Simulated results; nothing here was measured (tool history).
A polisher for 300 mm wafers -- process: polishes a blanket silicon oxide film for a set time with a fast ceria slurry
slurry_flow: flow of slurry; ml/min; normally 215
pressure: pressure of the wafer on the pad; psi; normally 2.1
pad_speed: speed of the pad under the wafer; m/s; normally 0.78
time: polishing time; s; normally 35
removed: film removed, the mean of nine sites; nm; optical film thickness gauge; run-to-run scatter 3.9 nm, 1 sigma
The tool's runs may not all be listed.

run   hour  slurry_flow  pressure  pad_speed  time  incoming thickness of the incoming film, nm  removed
  1      0          215       1.9       0.78    35                                       2300.9    243.3
  2   16.3          215       1.9       0.78    35                                       2333.3    240.5
  3   33.4          215       1.9       0.78    35                                         2334    236.7
  4   39.5          215       1.8       0.78    35                                       2301.5    228.7
  5   54.3          215       1.8       0.78    35                                       2331.1      216
      63.4  -- worn pad replaced by a new one
  6   68.1          215       1.8       0.78    35                                       2309.2    221.7
  7   83.5          215       2.1       0.78    35                                       2329.3    258.6
  8   98.2          215       2.1       0.78    35                                       2339.2      257
  9  114.6          215       2.1       0.78    35                                       2353.7    255.5
 10  130.5          215       2.1       0.78    35                                       2309.2    252.9
     140.5  -- worn pad replaced by a new one
 11  146.8          215       2.1       0.78    30                                       2290.2    224.2
 12  161.8          215       2.1       0.78    30                                       2309.3    215.6
     168.6  -- slurry nozzle cleaned
 13  171.1          215       2.1       0.78    42                                       2347.3    335.8
 14  194.9          215       2.1       0.58    35                                       2334.6    199.9
     206.3  -- worn pad replaced by a new one
 15  206.8          150       2.4       0.78    35                                       2315.9    300.5
 16  209.7          185       2.6       0.64    41                                       2321.6    323.5
     219.6  -- head pressure recalibrated
 17  220.1          150       1.9       0.78    35                                       2317.6    234.8
 18  234.3          215       2.1       0.78    39                                       2337.5      309
 19  244.7          215       2.1       0.78    35                                       2331.1      276
     275.4  -- worn pad replaced by a new one
 20  289.9          245       1.6       0.78    35                                       2347.6    219.3
 21  305.4          270       2.1       0.94    35                                       2344.5    337.6
 22    318          215       1.8       0.78    35                                       2373.2    236.5
 23  334.4          215       1.6       0.78    35                                       2340.2    212.4
     341.3  -- worn pad replaced by a new one
 24    344          215       2.1       0.78    35                                         2370    274.6
 25  355.8          280       2.1       0.78    35                                       2363.7    282.4

Here are 4 independent what-if runs from the current tool condition. What would each one return?
  A  356.2          215       2.1       1.04    35                                       2324.2        ?
  B  356.2          250       2.1       0.78    46                                       2324.2        ?
  C  356.2          280       2.4       0.98    24                                       2324.2        ?
  D  356.2          185       1.5       0.58    40                                       2324.2        ?

run  removed
  A    369.7
  B    372.9
  C    283.6
  D    163.8
With the hidden condition removed and each run's random variation left untouched, the same runs would have given:
run  removed
  A    380.9
  B    382.6
  C    290.1
  D    169.6
